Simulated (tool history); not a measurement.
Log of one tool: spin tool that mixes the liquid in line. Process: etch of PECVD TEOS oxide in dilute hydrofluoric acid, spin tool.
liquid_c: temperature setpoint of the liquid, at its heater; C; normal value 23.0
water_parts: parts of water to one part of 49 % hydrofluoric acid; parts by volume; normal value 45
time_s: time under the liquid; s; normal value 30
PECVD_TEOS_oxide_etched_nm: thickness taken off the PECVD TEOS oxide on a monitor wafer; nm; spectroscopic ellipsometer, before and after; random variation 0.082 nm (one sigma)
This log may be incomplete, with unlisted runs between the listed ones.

| run | hour | liquid_c | water_parts | time_s | wafers since the last listed run | hours since the thermometer was replaced | hours since the hydrofluoric acid flow meter was replaced | hours since the gauge calibration | read-back film thickness of the PECVD TEOS oxide reference wafer, read on the same gauge (nm) | PECVD_TEOS_oxide_etched_nm |
|---|---|---|---|---|---|---|---|---|---|---|
| 1 | 0.0 | 23.0 | 45 | 30 | 0 | 509.9 | 2096.9 | 295.7 | 49.95 | 10.86 |
| 2 | 14.7 | 23.0 | 45 | 30 | 195 | 524.6 | 2111.6 | 310.4 | 50.07 | 10.94 |
| 3 | 26.4 | 23.0 | 45 | 30 | 155 | 536.3 | 2123.3 | 322.1 | 50.01 | 10.72 |
| 4 | 34.2 | 23.0 | 45 | 45 | 103 | 544.1 | 2131.1 | 329.9 | 50.04 | 16.43 |
| 5 | 50.3 | 23.0 | 45 | 45 | 213 | 560.2 | 2147.2 | 346.0 | 49.94 | 16.41 |
| 6 | 57.9 | 23.0 | 45 | 45 | 100 | 567.8 | 2154.8 | 353.6 | 49.97 | 16.32 |
| 7 | 70.8 | 23.0 | 45 | 30 | 171 | 580.7 | 2167.7 | 366.5 | 50.05 | 10.98 |
| 8 | 82.7 | 23.0 | 40 | 30 | 157 | 592.6 | 2179.6 | 378.4 | 49.99 | 12.18 |
| 9 | 95.2 | 23.0 | 40 | 30 | 165 | 605.1 | 2192.1 | 390.9 | 50.01 | 12.37 |
|  | 98.8 | gauge calibrated |
| 10 | 104.2 | 23.0 | 45 | 25 | 119 | 614.1 | 2201.1 | 5.4 | 49.99 | 8.96 |
| 11 | 120.0 | 23.0 | 45 | 30 | 209 | 629.9 | 2216.9 | 21.2 | 49.98 | 10.73 |
| 12 | 133.8 | 23.0 | 45 | 30 | 183 | 643.7 | 2230.7 | 35.0 | 50.02 | 10.70 |
| 13 | 141.3 | 23.0 | 45 | 40 | 99 | 651.2 | 2238.2 | 42.5 | 49.98 | 14.34 |
| 14 | 148.7 | 23.0 | 45 | 30 | 98 | 658.6 | 2245.6 | 49.9 | 50.02 | 10.78 |
| 15 | 161.1 | 23.0 | 45 | 30 | 164 | 671.0 | 2258.0 | 62.3 | 50.03 | 10.78 |
| 16 | 171.4 | 18.5 | 35 | 20 | 136 | 681.3 | 2268.3 | 72.6 | 49.99 | 7.70 |
| 17 | 179.6 | 23.0 | 45 | 30 | 108 | 689.5 | 2276.5 | 80.8 | 49.98 | 10.80 |
| 18 | 191.2 | 20.5 | 45 | 30 | 153 | 701.1 | 2288.1 | 92.4 | 49.99 | 9.78 |
| 19 | 197.7 | 23.0 | 45 | 30 | 86 | 707.6 | 2294.6 | 98.9 | 50.02 | 10.82 |
| 20 | 207.0 | 23.0 | 40 | 50 | 123 | 716.9 | 2303.9 | 108.2 | 50.01 | 20.17 |
| 21 | 214.3 | 18.5 | 45 | 30 | 96 | 724.2 | 2311.2 | 115.5 | 50.01 | 8.84 |
| 22 | 224.6 | 23.0 | 55 | 30 | 136 | 734.5 | 2321.5 | 125.8 | 50.00 | 8.54 |
|  | 228.1 | hydrofluoric acid flow meter replaced |
|  | 230.0 | thermometer replaced |
| 23 | 233.1 | 24.5 | 45 | 30 | 86 | 3.1 | 5.0 | 134.3 | 50.00 | 12.31 |
| 24 | 243.4 | 20.5 | 40 | 20 | 136 | 13.4 | 15.3 | 144.6 | 50.01 | 7.88 |
| 25 | 256.0 | 23.0 | 45 | 30 | 167 | 26.0 | 27.9 | 157.2 | 50.06 | 11.54 |
| 26 | 265.6 | 27.5 | 55 | 30 | 127 | 35.6 | 37.5 | 166.8 | 50.04 | 11.14 |
| 27 | 279.5 | 23.0 | 45 | 30 | 184 | 49.5 | 51.4 | 180.7 | 50.01 | 11.66 |
| 28 | 289.2 | 23.0 | 25 | 20 | 128 | 59.2 | 61.1 | 190.4 | 50.00 | 14.18 |
| 29 | 300.9 | 24.5 | 45 | 15 | 155 | 70.9 | 72.8 | 202.1 | 50.02 | 6.16 |
| 30 | 309.2 | 19.5 | 40 | 35 | 110 | 79.2 | 81.1 | 210.4 | 49.98 | 12.82 |
| 31 | 326.3 | 25.5 | 40 | 30 | 227 | 96.3 | 98.2 | 227.5 | 49.98 | 14.15 |

Hidden state or all else? Some run-to-run changes of PECVD_TEOS_oxide_etched_nm, split into what the settings, what came in and random variation would give without the hidden state, and what is left for the hidden state (with any gauge scatter that isn't in both results):
Unlogged tool condition in this case: liquid colder than its thermometer reads (K); hydrofluoric acid flow below the setpoint (%); gauge reads high (%).
Run 19 -> 20: water_parts 45 -> 40, time_s 30 -> 50. PECVD_TEOS_oxide_etched_nm +9.35 nm: hidden state -0.76, all else +10.11.
Run 20 -> 21: liquid_c 23.0 -> 18.5, water_parts 40 -> 45, time_s 50 -> 30. PECVD_TEOS_oxide_etched_nm -11.33 nm: hidden state +0.87, all else -12.20.
Run 22 -> 23: liquid_c 23.0 -> 24.5, water_parts 55 -> 45, hydrofluoric acid flow meter replaced, thermometer replaced. PECVD_TEOS_oxide_etched_nm +3.77 nm: hidden state +0.64, all else +3.13.
Run 28 -> 29: liquid_c 23.0 -> 24.5, water_parts 25 -> 45, time_s 20 -> 15. PECVD_TEOS_oxide_etched_nm -8.02 nm: hidden state +0.06, all else -8.08.

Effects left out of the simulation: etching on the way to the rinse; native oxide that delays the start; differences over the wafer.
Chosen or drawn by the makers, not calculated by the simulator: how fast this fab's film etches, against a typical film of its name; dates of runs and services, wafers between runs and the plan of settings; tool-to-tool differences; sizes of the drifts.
